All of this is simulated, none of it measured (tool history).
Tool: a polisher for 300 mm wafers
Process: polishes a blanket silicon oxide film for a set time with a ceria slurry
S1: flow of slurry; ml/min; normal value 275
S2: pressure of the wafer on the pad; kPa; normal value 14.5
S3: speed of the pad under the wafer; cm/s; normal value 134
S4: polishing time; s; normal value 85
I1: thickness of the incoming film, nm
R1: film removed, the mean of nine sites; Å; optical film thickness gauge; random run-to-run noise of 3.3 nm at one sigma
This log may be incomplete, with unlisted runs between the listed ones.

| run | hour | S1 | S2 | S3 | S4 | I1 | R1 |
|---|---|---|---|---|---|---|---|
| 1 | 0 | 275 | 14.5 | 134 | 85 | 926.7 | 3079 |
| 2 | 61.1 | 275 | 14.5 | 134 | 85 | 952.4 | 3065 |
| 3 | 101 | 275 | 14.5 | 134 | 85 | 938.2 | 2952 |
|  | 121.1 | worn pad replaced by a new one |
| 4 | 136.7 | 340 | 14.5 | 134 | 85 | 921.1 | 3072 |
|  | 194.7 | slurry nozzle cleaned |
| 5 | 195.2 | 340 | 14.5 | 134 | 85 | 938.1 | 3205 |
| 6 | 238.8 | 340 | 14.5 | 134 | 85 | 935.1 | 3182 |
| 7 | 301.4 | 275 | 14.5 | 104 | 85 | 942.6 | 2385 |
| 8 | 351.7 | 275 | 14.5 | 104 | 85 | 953.7 | 2443 |
| 9 | 416 | 275 | 14.5 | 134 | 85 | 939.9 | 3118 |
|  | 423.2 | worn pad replaced by a new one |
| 10 | 470.3 | 275 | 14.5 | 134 | 85 | 944.3 | 3019 |
| 11 | 535.9 | 275 | 14.5 | 134 | 85 | 939.4 | 2974 |
|  | 544 | slurry nozzle cleaned |
| 12 | 599.1 | 275 | 14.5 | 134 | 68 | 935.2 | 2452 |
| 13 | 638.7 | 275 | 14.5 | 134 | 68 | 952.9 | 2457 |
| 14 | 668.6 | 275 | 14.5 | 134 | 85 | 938.9 | 3112 |
| 15 | 735.2 | 275 | 14.5 | 134 | 85 | 946.4 | 3061 |
|  | 749.7 | worn pad replaced by a new one |
| 16 | 788.4 | 275 | 14.5 | 134 | 85 | 922.5 | 3115 |
| 17 | 844.5 | 275 | 14.5 | 134 | 85 | 947.6 | 3067 |
|  | 868.7 | slurry nozzle cleaned |
| 18 | 893.2 | 275 | 14.5 | 114 | 74 | 921.2 | 2311 |
| 19 | 961 | 275 | 17.2 | 134 | 106 | 934 | 4663 |
| 20 | 1006 | 275 | 14.5 | 114 | 74 | 924.5 | 2300 |
| 21 | 1069.2 | 275 | 14.5 | 134 | 85 | 930.6 | 3180 |
|  | 1085.5 | worn pad replaced by a new one |
| 22 | 1109.2 | 230 | 13.1 | 168 | 85 | 944.7 | 3439 |
| 23 | 1180.5 | 220 | 14.5 | 134 | 85 | 923.3 | 2894 |
|  | 1194.7 | head pressure recalibrated |
| 24 | 1246.5 | 205 | 12.4 | 134 | 112 | 941.5 | 3153 |
|  | 1260.5 | slurry nozzle cleaned |
| 25 | 1288.8 | 275 | 17.9 | 134 | 61 | 953 | 2801 |
| 26 | 1327.5 | 275 | 17.9 | 134 | 61 | 933.3 | 2812 |
| 27 | 1387.2 | 275 | 14.5 | 134 | 67 | 950.4 | 2515 |
|  | 1404 | worn pad replaced by a new one |
| 28 | 1420.5 | 230 | 13.1 | 168 | 85 | 929.4 | 3427 |
| 29 | 1477.2 | 225 | 14.5 | 134 | 114 | 943.4 | 4079 |
| 30 | 1541.6 | 225 | 14.5 | 134 | 114 | 931.5 | 3989 |
| 31 | 1577.9 | 340 | 12.4 | 116 | 111 | 940.9 | 2910 |
|  | 1591.8 | slurry nozzle cleaned |
| 32 | 1615.5 | 185 | 14.5 | 134 | 72 | 948.7 | 2529 |
| 33 | 1642.3 | 275 | 14.5 | 134 | 85 | 928.6 | 3098 |
| 34 | 1709.6 | 190 | 14.5 | 134 | 85 | 928.9 | 2976 |
|  | 1719.9 | worn pad replaced by a new one |
| 35 | 1736.8 | 275 | 14.5 | 134 | 85 | 944.5 | 3056 |

Predict each of these 4 candidate next runs independently; none follows another, all start after run 35:
| A | 1737.3 | 275 | 14.5 | 100 | 85 | 949.5 | ? |
| B | 1737.3 | 340 | 11 | 134 | 112 | 949.5 | ? |
| C | 1737.3 | 325 | 13.1 | 148 | 71 | 949.5 | ? |
| D | 1737.3 | 275 | 14.5 | 148 | 85 | 949.5 | ? |

| run | R1 |
|---|---|
| A | 2312 |
| B | 3179 |
| C | 2631 |
| D | 3422 |
Had the tool no hidden state, the same runs would have come out as:
| run | R1 |
|---|---|
| A | 2360 |
| B | 3233 |
| C | 2677 |
| D | 3492 |
